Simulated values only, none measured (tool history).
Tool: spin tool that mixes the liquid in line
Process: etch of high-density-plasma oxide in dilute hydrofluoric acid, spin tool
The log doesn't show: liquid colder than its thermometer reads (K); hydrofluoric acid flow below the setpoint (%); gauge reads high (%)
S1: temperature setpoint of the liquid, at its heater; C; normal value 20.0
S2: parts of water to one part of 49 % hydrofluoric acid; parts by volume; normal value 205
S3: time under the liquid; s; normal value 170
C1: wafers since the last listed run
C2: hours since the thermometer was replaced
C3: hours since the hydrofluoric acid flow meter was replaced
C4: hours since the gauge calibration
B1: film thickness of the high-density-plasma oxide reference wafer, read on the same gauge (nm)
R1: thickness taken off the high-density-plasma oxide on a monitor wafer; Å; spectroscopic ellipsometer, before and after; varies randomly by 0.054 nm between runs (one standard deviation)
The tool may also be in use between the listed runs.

| run | hour | S1 | S2 | S3 | C1 | C2 | C3 | C4 | B1 | R1 |
|---|---|---|---|---|---|---|---|---|---|---|
| 1 | 0.0 | 17.0 | 205 | 170 | 0 | 1268.0 | 305.5 | 1017.6 | 49.99 | 47.8 |
| 2 | 95.4 | 17.0 | 205 | 170 | 936 | 1363.4 | 400.9 | 1113.0 | 49.98 | 47.4 |
| 3 | 182.6 | 22.5 | 205 | 115 | 855 | 1450.6 | 488.1 | 1200.2 | 50.00 | 39.4 |
| 4 | 239.5 | 22.5 | 205 | 115 | 558 | 1507.5 | 545.0 | 1257.1 | 50.00 | 39.7 |
| 5 | 310.9 | 20.0 | 205 | 170 | 700 | 1578.9 | 616.4 | 1328.5 | 49.99 | 52.6 |
| 6 | 391.5 | 20.0 | 205 | 170 | 790 | 1659.5 | 697.0 | 1409.1 | 50.00 | 53.2 |
| 7 | 434.6 | 20.0 | 205 | 170 | 422 | 1702.6 | 740.1 | 1452.2 | 50.02 | 53.2 |
| 8 | 487.5 | 20.0 | 205 | 170 | 519 | 1755.5 | 793.0 | 1505.1 | 49.99 | 52.9 |
| 9 | 533.4 | 20.0 | 205 | 170 | 450 | 1801.4 | 838.9 | 1551.0 | 50.00 | 53.8 |
| 10 | 617.8 | 20.0 | 205 | 170 | 828 | 1885.8 | 923.3 | 1635.4 | 49.99 | 54.0 |
| 11 | 659.7 | 23.0 | 205 | 170 | 411 | 1927.7 | 965.2 | 1677.3 | 49.98 | 59.0 |
| 12 | 711.5 | 23.0 | 205 | 170 | 508 | 1979.5 | 1017.0 | 1729.1 | 50.00 | 59.2 |
| 13 | 766.0 | 18.5 | 275 | 75 | 534 | 2034.0 | 1071.5 | 1783.6 | 50.00 | 15.1 |
|  | 799.0 | gauge calibrated |
| 14 | 833.3 | 24.5 | 130 | 95 | 660 | 2101.3 | 1138.8 | 34.3 | 49.99 | 58.4 |
|  | 868.6 | hydrofluoric acid flow meter replaced |
| 15 | 900.6 | 20.0 | 205 | 170 | 650 | 2168.6 | 32.0 | 101.6 | 50.01 | 55.0 |
| 16 | 974.6 | 20.0 | 205 | 230 | 726 | 2242.6 | 106.0 | 175.6 | 50.02 | 75.1 |
| 17 | 1065.7 | 24.5 | 130 | 170 | 894 | 2333.7 | 197.1 | 266.7 | 50.00 | 111.7 |
|  | 1087.3 | thermometer replaced |
| 18 | 1172.9 | 17.0 | 205 | 225 | 1042 | 85.6 | 304.3 | 373.9 | 50.02 | 63.0 |
| 19 | 1264.3 | 20.0 | 120 | 140 | 896 | 177.0 | 395.7 | 465.3 | 50.01 | 82.5 |
| 20 | 1362.6 | 22.0 | 175 | 80 | 964 | 275.3 | 494.0 | 563.6 | 49.98 | 32.9 |
| 21 | 1406.7 | 20.0 | 205 | 170 | 432 | 319.4 | 538.1 | 607.7 | 50.00 | 53.9 |
| 22 | 1474.2 | 23.0 | 285 | 70 | 662 | 386.9 | 605.6 | 675.2 | 50.00 | 16.4 |
| 23 | 1512.0 | 20.0 | 205 | 170 | 370 | 424.7 | 643.4 | 713.0 | 50.00 | 53.9 |
| 24 | 1775.3 | 21.5 | 255 | 195 | 2583 | 688.0 | 906.7 | 976.3 | 50.01 | 48.9 |
| 25 | 1815.6 | 23.0 | 205 | 240 | 395 | 728.3 | 947.0 | 1016.6 | 50.00 | 81.8 |

5 options for the next run, each taken on its own from the tool as it stands now. Forecast them:
| A | 1816.1 | 24.5 | 205 | 170 | 4 | 728.8 | 947.5 | 1017.1 | ? | ? |
| B | 1816.1 | 22.5 | 160 | 90 | 4 | 728.8 | 947.5 | 1017.1 | ? | ? |
| C | 1816.1 | 21.5 | 205 | 130 | 4 | 728.8 | 947.5 | 1017.1 | ? | ? |
| D | 1816.1 | 20.0 | 205 | 135 | 4 | 728.8 | 947.5 | 1017.1 | ? | ? |
| E | 1816.1 | 18.0 | 245 | 205 | 4 | 728.8 | 947.5 | 1017.1 | ? | ? |

| run | B1 | R1 |
|---|---|---|
| A | 50.01 | 61.9 |
| B | 50.01 | 40.9 |
| C | 50.01 | 42.3 |
| D | 50.01 | 41.5 |
| E | 50.01 | 47.0 |
Had the tool no hidden state, the same runs would have come out as:
| run | R1 |
|---|---|
| A | 64.8 |
| B | 42.8 |
| C | 44.3 |
| D | 43.4 |
| E | 49.2 |
